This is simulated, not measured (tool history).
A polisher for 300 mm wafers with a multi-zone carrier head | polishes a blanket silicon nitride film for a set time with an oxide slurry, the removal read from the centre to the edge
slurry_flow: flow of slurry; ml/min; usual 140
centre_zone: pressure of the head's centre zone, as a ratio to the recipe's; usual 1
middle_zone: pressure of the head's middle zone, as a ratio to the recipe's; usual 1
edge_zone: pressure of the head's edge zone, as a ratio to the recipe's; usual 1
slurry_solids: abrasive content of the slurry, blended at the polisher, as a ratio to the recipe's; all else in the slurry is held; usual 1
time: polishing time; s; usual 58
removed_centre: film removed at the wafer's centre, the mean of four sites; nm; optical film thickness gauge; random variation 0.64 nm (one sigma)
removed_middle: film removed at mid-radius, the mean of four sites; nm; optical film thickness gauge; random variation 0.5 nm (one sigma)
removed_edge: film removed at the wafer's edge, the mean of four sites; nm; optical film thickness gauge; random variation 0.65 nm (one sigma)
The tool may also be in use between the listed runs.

| run | day | slurry_flow | centre_zone | middle_zone | edge_zone | slurry_solids | time | wafers since the last listed run | wafers polished on this pad | hours since the slurry nozzle was cleaned | hours since the centre zone pressure was calibrated | hours since the edge zone pressure was calibrated | hours since the carrier head's membrane was replaced | incoming thickness of the incoming film, nm | removed_centre | removed_middle | removed_edge |
|---|---|---|---|---|---|---|---|---|---|---|---|---|---|---|---|---|---|
| 1 | 0 | 140 | 0.91 | 1.08 | 1 | 1 | 58 | 0 | 718 | 96.1 | 748.2 | 1103.7 | 599.1 | 260.2 | 44.3 | 44.8 | 45.2 |
| 2 | 0.621 | 140 | 1 | 1 | 1 | 1 | 58 | 192 | 911 | 111 | 763.1 | 1118.6 | 614 | 262.1 | 48.7 | 43.8 | 44.5 |
| 3 | 1.162 | 140 | 1 | 1 | 0.93 | 1 | 58 | 168 | 1080 | 124 | 776.1 | 1131.6 | 627 | 259.9 | 47.9 | 42.9 | 43.6 |
| 4 | 1.792 | 140 | 1 | 1 | 0.91 | 1 | 58 | 195 | 1275 | 139.1 | 791.2 | 1146.7 | 642.1 | 258.1 | 48.7 | 43.3 | 41.8 |
| 5 | 3.188 | 140 | 1.08 | 1 | 1 | 1 | 58 | 433 | 1709 | 172.6 | 824.7 | 1180.2 | 675.6 | 258.8 | 53 | 42.9 | 44.4 |
| 6 | 3.704 | 140 | 1 | 1 | 1 | 0.9 | 58 | 160 | 1869 | 185 | 837.1 | 1192.6 | 688 | 258.9 | 46 | 41.1 | 41.5 |
| 7 | 4.808 | 140 | 1 | 1 | 1 | 1 | 58 | 343 | 2213 | 211.5 | 863.6 | 1219.1 | 714.5 | 259.3 | 49.2 | 43.4 | 44.1 |
|  | 5.554 | worn pad replaced by a new one |
| 8 | 5.575 | 140 | 0.93 | 1 | 1 | 1 | 58 | 186 | 6 | 229.9 | 882 | 1237.5 | 732.9 | 255.1 | 46.9 | 42.6 | 43.3 |
|  | 5.867 | carrier head's membrane replaced by a new one |
|  | 6.258 | centre zone pressure recalibrated |
| 9 | 6.938 | 140 | 1 | 1 | 1 | 1 | 58 | 332 | 339 | 262.6 | 16.3 | 1270.2 | 25.7 | 254 | 42.6 | 43.7 | 44.1 |
|  | 7.138 | edge zone pressure recalibrated |
| 10 | 10.9 | 140 | 1 | 1.12 | 1 | 1 | 77 | 1205 | 1544 | 357.7 | 111.4 | 90.3 | 120.8 | 262 | 58.8 | 62.2 | 58 |
| 11 | 11.592 | 140 | 1.11 | 0.88 | 1.06 | 0.7 | 58 | 214 | 1759 | 374.3 | 128 | 106.9 | 137.4 | 260.2 | 40.7 | 32.7 | 36.7 |
| 12 | 12.258 | 100 | 1 | 0.94 | 1 | 1 | 58 | 207 | 1966 | 390.3 | 144 | 122.9 | 153.4 | 254.6 | 43.3 | 39.2 | 43.5 |
| 13 | 13.688 | 140 | 1 | 1 | 1 | 1 | 58 | 444 | 2410 | 424.6 | 178.3 | 157.2 | 187.7 | 256.3 | 45.8 | 43.2 | 44.6 |
|  | 14.025 | worn pad replaced by a new one |
| 14 | 14.508 | 105 | 1 | 1 | 0.95 | 1 | 58 | 203 | 150 | 444.3 | 198 | 176.9 | 207.4 | 259.3 | 43.6 | 42.3 | 42.7 |
| 15 | 15.575 | 140 | 1 | 1 | 1 | 1.3 | 40 | 331 | 481 | 469.9 | 223.6 | 202.5 | 233 | 257.4 | 36.5 | 33.6 | 33.8 |
| 16 | 16.862 | 185 | 1.1 | 1.06 | 1 | 1 | 58 | 400 | 881 | 500.8 | 254.5 | 233.4 | 263.9 | 263 | 53.2 | 47.3 | 45.4 |
| 17 | 18.383 | 110 | 1.09 | 1 | 1 | 1 | 40 | 472 | 1354 | 537.3 | 291 | 269.9 | 300.4 | 256.8 | 34.3 | 29 | 29.4 |
| 18 | 19.238 | 170 | 1 | 1 | 1.11 | 1 | 58 | 265 | 1619 | 557.8 | 311.5 | 290.4 | 320.9 | 256.6 | 47.8 | 43.6 | 47.5 |
| 19 | 20.283 | 140 | 1 | 1 | 1 | 1 | 58 | 324 | 1944 | 582.9 | 336.6 | 315.5 | 346 | 258.6 | 46.1 | 43.5 | 44 |
| 20 | 20.883 | 140 | 0.92 | 1 | 1 | 1 | 74 | 186 | 2131 | 597.3 | 351 | 329.9 | 360.4 | 261.7 | 55.2 | 55.7 | 58 |
|  | 21.2 | worn pad replaced by a new one |
| 21 | 21.983 | 140 | 1 | 1 | 0.95 | 1 | 47 | 290 | 243 | 623.7 | 377.4 | 356.3 | 386.8 | 262.1 | 38.4 | 34.6 | 35.3 |
| 22 | 23.104 | 140 | 1 | 1 | 1 | 1 | 58 | 348 | 591 | 650.6 | 404.3 | 383.2 | 413.7 | 262.9 | 46.6 | 43.5 | 45 |

Measured less the same run without the tool's hidden state. The same run-to-run variation is in both; the gauge's scatter may not be:
The hidden state here: removal rate lost through wear of the pad, %; slurry flow missing at the pad, %; deviation of the centre zone's pressure from its setpoint, %; deviation of the edge zone's pressure from its setpoint, %.
| run | removed_centre |
|---|---|
| 1 | +4.7 |
| 2 | +5.1 |
| 3 | +5 |
| 4 | +5.1 |
| 5 | +5.6 |
| 6 | +4.9 |
| 7 | +5.3 |
| 8 | +5.1 |
| 9 | -0.3 |
| 10 | +1.5 |
| 11 | +1.2 |
| 12 | +1.5 |
| 13 | +1.9 |
| 14 | +2 |
| 15 | +1.8 |
| 16 | +3 |
| 17 | +2.1 |
| 18 | +3.1 |
| 19 | +3.1 |
| 20 | +3.9 |
| 21 | +2.8 |
| 22 | +3.5 |
removed_middle: within 0.1 nm of the measured result in every run.
removed_edge: 0 in every run.

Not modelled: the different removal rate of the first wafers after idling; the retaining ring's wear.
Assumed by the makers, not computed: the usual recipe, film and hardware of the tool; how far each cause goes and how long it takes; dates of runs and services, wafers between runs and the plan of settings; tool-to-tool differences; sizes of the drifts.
